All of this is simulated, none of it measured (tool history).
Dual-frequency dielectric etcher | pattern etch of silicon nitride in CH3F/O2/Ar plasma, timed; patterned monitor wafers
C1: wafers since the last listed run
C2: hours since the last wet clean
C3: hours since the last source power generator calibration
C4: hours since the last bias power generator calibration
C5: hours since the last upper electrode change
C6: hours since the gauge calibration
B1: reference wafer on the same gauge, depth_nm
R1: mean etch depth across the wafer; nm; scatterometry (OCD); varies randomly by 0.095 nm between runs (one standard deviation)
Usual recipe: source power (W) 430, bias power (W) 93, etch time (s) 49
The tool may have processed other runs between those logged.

run 1 hour=0 | source_power_(W)=430 bias_power_(W)=93 etch_time_(s)=49 | C1=0 C2=73.9 C3=1956.6 C4=3252.1 C5=2828.5 C6=1338.5 | B1=41.43 | R1=40.26
run 2 hour=48.2 | source_power_(W)=430 bias_power_(W)=81 etch_time_(s)=49 | C1=420 C2=122.1 C3=2004.8 C4=3300.3 C5=2876.7 C6=1386.7 | B1=41.39 | R1=38.5
run 3 hour=73.7 | source_power_(W)=430 bias_power_(W)=81 etch_time_(s)=49 | C1=222 C2=147.6 C3=2030.3 C4=3325.8 C5=2902.2 C6=1412.2 | B1=41.39 | R1=38.58
run 4 hour=112.3 | source_power_(W)=430 bias_power_(W)=81 etch_time_(s)=49 | C1=336 C2=186.2 C3=2068.9 C4=3364.4 C5=2940.8 C6=1450.8 | B1=41.38 | R1=38.53
-- hour=139.9 upper electrode replaced
run 5 hour=154.1 | source_power_(W)=510 bias_power_(W)=93 etch_time_(s)=49 | C1=155 C2=228 C3=2110.7 C4=3406.2 C5=14.2 C6=1492.6 | B1=41.42 | R1=43.57
run 6 hour=186.6 | source_power_(W)=510 bias_power_(W)=93 etch_time_(s)=49 | C1=283 C2=260.5 C3=2143.2 C4=3438.7 C5=46.7 C6=1525.1 | B1=41.4 | R1=43.83
run 7 hour=256.8 | source_power_(W)=510 bias_power_(W)=93 etch_time_(s)=49 | C1=611 C2=330.7 C3=2213.4 C4=3508.9 C5=116.9 C6=1595.3 | B1=41.4 | R1=43.67
-- hour=289.8 gauge calibrated
run 8 hour=304.2 | source_power_(W)=480 bias_power_(W)=93 etch_time_(s)=35.5 | C1=413 C2=378.1 C3=2260.8 C4=3556.3 C5=164.3 C6=14.4 | B1=41.39 | R1=30.75
run 9 hour=346 | source_power_(W)=430 bias_power_(W)=103 etch_time_(s)=49 | C1=364 C2=419.9 C3=2302.6 C4=3598.1 C5=206.1 C6=56.2 | B1=41.41 | R1=41.33
run 10 hour=381.1 | source_power_(W)=530 bias_power_(W)=106 etch_time_(s)=41 | C1=305 C2=455 C3=2337.7 C4=3633.2 C5=241.2 C6=91.3 | B1=41.4 | R1=38.79
-- hour=428 wet clean of the chamber
run 11 hour=428.5 | source_power_(W)=370 bias_power_(W)=106 etch_time_(s)=40.5 | C1=203 C2=0.5 C3=2385.1 C4=3680.6 C5=288.6 C6=138.7 | B1=41.43 | R1=32.13
-- hour=457.2 bias power generator calibrated
run 12 hour=463 | source_power_(W)=360 bias_power_(W)=76 etch_time_(s)=52.5 | C1=265 C2=35 C3=2419.6 C4=5.8 C5=323.1 C6=173.2 | B1=41.42 | R1=37.67
run 13 hour=514.7 | source_power_(W)=430 bias_power_(W)=93 etch_time_(s)=49 | C1=450 C2=86.7 C3=2471.3 C4=57.5 C5=374.8 C6=224.9 | B1=41.38 | R1=41.03
run 14 hour=558.9 | source_power_(W)=430 bias_power_(W)=93 etch_time_(s)=49 | C1=385 C2=130.9 C3=2515.5 C4=101.7 C5=419 C6=269.1 | B1=41.37 | R1=40.98
run 15 hour=604.3 | source_power_(W)=480 bias_power_(W)=93 etch_time_(s)=49 | C1=395 C2=176.3 C3=2560.9 C4=147.1 C5=464.4 C6=314.5 | B1=41.39 | R1=43.25
run 16 hour=665.8 | source_power_(W)=430 bias_power_(W)=93 etch_time_(s)=49 | C1=536 C2=237.8 C3=2622.4 C4=208.6 C5=525.9 C6=376 | B1=41.41 | R1=40.69
run 17 hour=704.4 | source_power_(W)=430 bias_power_(W)=93 etch_time_(s)=49 | C1=336 C2=276.4 C3=2661 C4=247.2 C5=564.5 C6=414.6 | B1=41.41 | R1=41.03
run 18 hour=744.8 | source_power_(W)=430 bias_power_(W)=93 etch_time_(s)=57 | C1=352 C2=316.8 C3=2701.4 C4=287.6 C5=604.9 C6=455 | B1=41.4 | R1=47.75
-- hour=778.2 source power generator calibrated
run 19 hour=780 | source_power_(W)=430 bias_power_(W)=93 etch_time_(s)=49 | C1=271 C2=352 C3=1.8 C4=322.8 C5=640.1 C6=490.2 | B1=41.39 | R1=40.73
run 20 hour=810.4 | source_power_(W)=430 bias_power_(W)=93 etch_time_(s)=49 | C1=265 C2=382.4 C3=32.2 C4=353.2 C5=670.5 C6=520.6 | B1=41.4 | R1=41.03
run 21 hour=876.6 | source_power_(W)=430 bias_power_(W)=93 etch_time_(s)=60 | C1=577 C2=448.6 C3=98.4 C4=419.4 C5=736.7 C6=586.8 | B1=41.38 | R1=49.96
-- hour=977.9 wet clean of the chamber
run 22 hour=1053.2 | source_power_(W)=500 bias_power_(W)=93 etch_time_(s)=61 | C1=1330 C2=75.3 C3=275 C4=596 C5=913.3 C6=763.4 | B1=41.39 | R1=54.68
run 23 hour=1098.1 | source_power_(W)=530 bias_power_(W)=93 etch_time_(s)=49 | C1=391 C2=120.2 C3=319.9 C4=640.9 C5=958.2 C6=808.3 | B1=41.38 | R1=45.14
run 24 hour=1156.2 | source_power_(W)=430 bias_power_(W)=108 etch_time_(s)=35.5 | C1=506 C2=178.3 C3=378 C4=699 C5=1016.3 C6=866.4 | B1=41.4 | R1=30.91
run 25 hour=1207.1 | source_power_(W)=530 bias_power_(W)=106 etch_time_(s)=41 | C1=443 C2=229.2 C3=428.9 C4=749.9 C5=1067.2 C6=917.3 | B1=41.4 | R1=39.36
run 26 hour=1262.2 | source_power_(W)=460 bias_power_(W)=108 etch_time_(s)=55 | C1=480 C2=284.3 C3=484 C4=805 C5=1122.3 C6=972.4 | B1=41.38 | R1=49.49
run 27 hour=1321.5 | source_power_(W)=480 bias_power_(W)=71 etch_time_(s)=49 | C1=516 C2=343.6 C3=543.3 C4=864.3 C5=1181.6 C6=1031.7 | B1=41.41 | R1=39.63
run 28 hour=1379.8 | source_power_(W)=430 bias_power_(W)=93 etch_time_(s)=38.5 | C1=508 C2=401.9 C3=601.6 C4=922.6 C5=1239.9 C6=1090 | B1=41.38 | R1=32.08
run 29 hour=1448.2 | source_power_(W)=430 bias_power_(W)=93 etch_time_(s)=49 | C1=596 C2=470.3 C3=670 C4=991 C5=1308.3 C6=1158.4 | B1=41.4 | R1=40.76
run 30 hour=1497.1 | source_power_(W)=430 bias_power_(W)=93 etch_time_(s)=49 | C1=426 C2=519.2 C3=718.9 C4=1039.9 C5=1357.2 C6=1207.3 | B1=41.38 | R1=40.83
-- hour=1531.3 wet clean of the chamber
run 31 hour=1531.8 | source_power_(W)=340 bias_power_(W)=108 etch_time_(s)=49 | C1=93 C2=0.5 C3=753.6 C4=1074.6 C5=1391.9 C6=1242 | B1=41.37 | R1=37.74

A few steps of R1 between consecutive runs. Split each: what settings, incoming material and random variation would produce without the hidden state, and what is left over for the hidden state, along with gauge scatter present in only one of the two compared results (measured, and without hidden state):
Hidden state at play: etch rate over this chamber's usual, %; source power that arrives over what is set, %; bias power that arrives over what is set, %; gauge reads high (%).
Run 7 -> 8: source power (W) 510 -> 480, etch time (s) 49 -> 35.5, gauge calibrated. R1 -12.92 nm: hidden state +0.23, all else -13.15.
Run 8 -> 9: source power (W) 480 -> 430, bias power (W) 93 -> 103, etch time (s) 35.5 -> 49. R1 +10.58 nm: hidden state -0.23, all else +10.81.
Run 11 -> 12: source power (W) 370 -> 360, bias power (W) 106 -> 76, etch time (s) 40.5 -> 52.5, bias power generator calibrated. R1 +5.54 nm: hidden state +0.65, all else +4.89.
Run 23 -> 24: source power (W) 530 -> 430, bias power (W) 93 -> 108, etch time (s) 49 -> 35.5. R1 -14.23 nm: hidden state +0.03, all else -14.26.

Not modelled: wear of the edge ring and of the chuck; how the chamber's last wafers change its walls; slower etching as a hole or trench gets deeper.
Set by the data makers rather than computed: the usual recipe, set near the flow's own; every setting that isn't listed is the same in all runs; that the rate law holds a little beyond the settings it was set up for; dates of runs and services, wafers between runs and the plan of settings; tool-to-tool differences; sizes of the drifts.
